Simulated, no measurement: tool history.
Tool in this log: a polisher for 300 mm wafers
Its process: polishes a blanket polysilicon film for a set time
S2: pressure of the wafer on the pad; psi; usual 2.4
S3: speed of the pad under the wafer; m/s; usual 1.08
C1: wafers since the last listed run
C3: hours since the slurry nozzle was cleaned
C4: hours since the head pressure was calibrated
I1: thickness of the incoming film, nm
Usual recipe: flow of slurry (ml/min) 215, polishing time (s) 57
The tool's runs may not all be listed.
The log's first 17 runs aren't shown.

At hour 1146.5: slurry nozzle cleaned.
Run 18, hour 1173.4: usual settings but flow of slurry (ml/min) 260, S2 1.9 psi, S3 1.32 m/s, polishing time (s) 71; C1 1190; wafers polished on this pad 1744; C3 26.9; C4 183.4; I1 1372.8. Result: film removed (Å) 5797.
Run 19, hour 1267.7: usual settings but flow of slurry (ml/min) 270, S3 0.72 m/s; C1 1221; wafers polished on this pad 2965; C3 121.2; C4 277.7; I1 1401.0. Result: film removed (Å) 3673.
Run 20, hour 1304.8: usual settings; C1 480; wafers polished on this pad 3446; C3 158.3; C4 314.8; I1 1358.2. Result: film removed (Å) 4869.
Run 21, hour 1379.7: usual settings but S3 0.94 m/s, polishing time (s) 48; C1 969; wafers polished on this pad 4416; C3 233.2; C4 389.7; I1 1380.0. Result: film removed (Å) 3601.
Run 22, hour 1426.9: usual settings but S2 3.1 psi, S3 1.20 m/s; C1 611; wafers polished on this pad 5027; C3 280.4; C4 436.9; I1 1351.0. Result: film removed (Å) 6684.
Run 23, hour 1510.3: usual settings; C1 1080; wafers polished on this pad 6107; C3 363.8; C4 520.3; I1 1359.3. Result: film removed (Å) 4740.
Run 24, hour 1565.3: usual settings but S3 1.36 m/s; C1 712; wafers polished on this pad 6819; C3 418.8; C4 575.3; I1 1383.7. Result: film removed (Å) 5576.
At hour 1579.1: worn pad replaced by a new one, of another model than before.
Run 25, hour 1644.8: usual settings but S2 2.0 psi, S3 1.18 m/s, polishing time (s) 49; C1 977; wafers polished on this pad 851; C3 498.3; C4 654.8; I1 1388.5. Result: film removed (Å) 4057.
At hour 1704.6: slurry nozzle cleaned.
Run 26, hour 1705.1: usual settings; C1 767; wafers polished on this pad 1619; C3 0.5; C4 715.1; I1 1377.8. Result: film removed (Å) 4809.
At hour 1758.4: head pressure recalibrated.
Run 27, hour 1782.9: usual settings but S2 3.2 psi; C1 981; wafers polished on this pad 2601; C3 78.3; C4 24.5; I1 1380.8. Result: film removed (Å) 5919.
Run 28, hour 1843.2: usual settings but flow of slurry (ml/min) 250; C1 780; wafers polished on this pad 3381; C3 138.6; C4 84.8; I1 1389.7. Result: film removed (Å) 4840.
Run 29, hour 1934.3: usual settings but flow of slurry (ml/min) 175, S2 2.1 psi, S3 0.76 m/s, polishing time (s) 69; C1 1179; wafers polished on this pad 4561; C3 229.7; C4 175.9; I1 1393.3. Result: film removed (Å) 3625.
Run 30, hour 2027.6: usual settings but polishing time (s) 69; C1 1208; wafers polished on this pad 5769; C3 323.0; C4 269.2; I1 1354.2. Result: film removed (Å) 5701.
Run 31, hour 2080.3: usual settings but flow of slurry (ml/min) 270, S2 2.1 psi, polishing time (s) 76; C1 682; wafers polished on this pad 6452; C3 375.7; C4 321.9; I1 1394.6. Result: film removed (Å) 5771.
Run 32, hour 2145.4: usual settings but S3 0.78 m/s; C1 843; wafers polished on this pad 7295; C3 440.8; C4 387.0; I1 1398.8. Result: film removed (Å) 3353.
Run 33, hour 2183.1: usual settings; C1 488; wafers polished on this pad 7783; C3 478.5; C4 424.7; I1 1402.3. Result: film removed (Å) 4668.
At hour 2184.9: slurry nozzle cleaned.
At hour 2211.7: worn pad replaced by a new one.
Run 34, hour 2273.3: usual settings; C1 1103; wafers polished on this pad 797; C3 88.4; C4 514.9; I1 1397.1. Result: film removed (Å) 4812.
Run 35, hour 2371.6: usual settings; C1 1273; wafers polished on this pad 2070; C3 186.7; C4 613.2; I1 1365.8. Result: film removed (Å) 4841.
At hour 2415.6: head pressure recalibrated.
Run 36, hour 2462.1: usual settings but flow of slurry (ml/min) 190, S2 2.8 psi; C1 1146; wafers polished on this pad 3216; C3 277.2; C4 46.5; I1 1391.4. Result: film removed (Å) 5385.
Run 37, hour 2504.5: usual settings but flow of slurry (ml/min) 180, S2 2.0 psi, S3 1.36 m/s, polishing time (s) 48; C1 549; wafers polished on this pad 3765; C3 319.6; C4 88.9; I1 1387.1. Result: film removed (Å) 4445.

Forecast each of these 3 alternatives for the next run:
Run A, hour 2504.9: usual settings but S2 2.7 psi; C1 5; wafers polished on this pad 3771; C3 320.0; C4 89.3; I1 1384.6. Result: film removed (Å) ?.
Run B, hour 2504.9: usual settings but S3 1.34 m/s; C1 5; wafers polished on this pad 3771; C3 320.0; C4 89.3; I1 1384.6. Result: film removed (Å) ?.
Run C, hour 2504.9: usual settings but S2 2.9 psi, S3 0.92 m/s; C1 5; wafers polished on this pad 3771; C3 320.0; C4 89.3; I1 1384.6. Result: film removed (Å) ?.

run  film removed (Å)
  A              5343
  B              6075
  C              4805
Had the tool no hidden state, the same runs would have come out as:
run  film removed (Å)
  A              5417
  B              6159
  C              4871
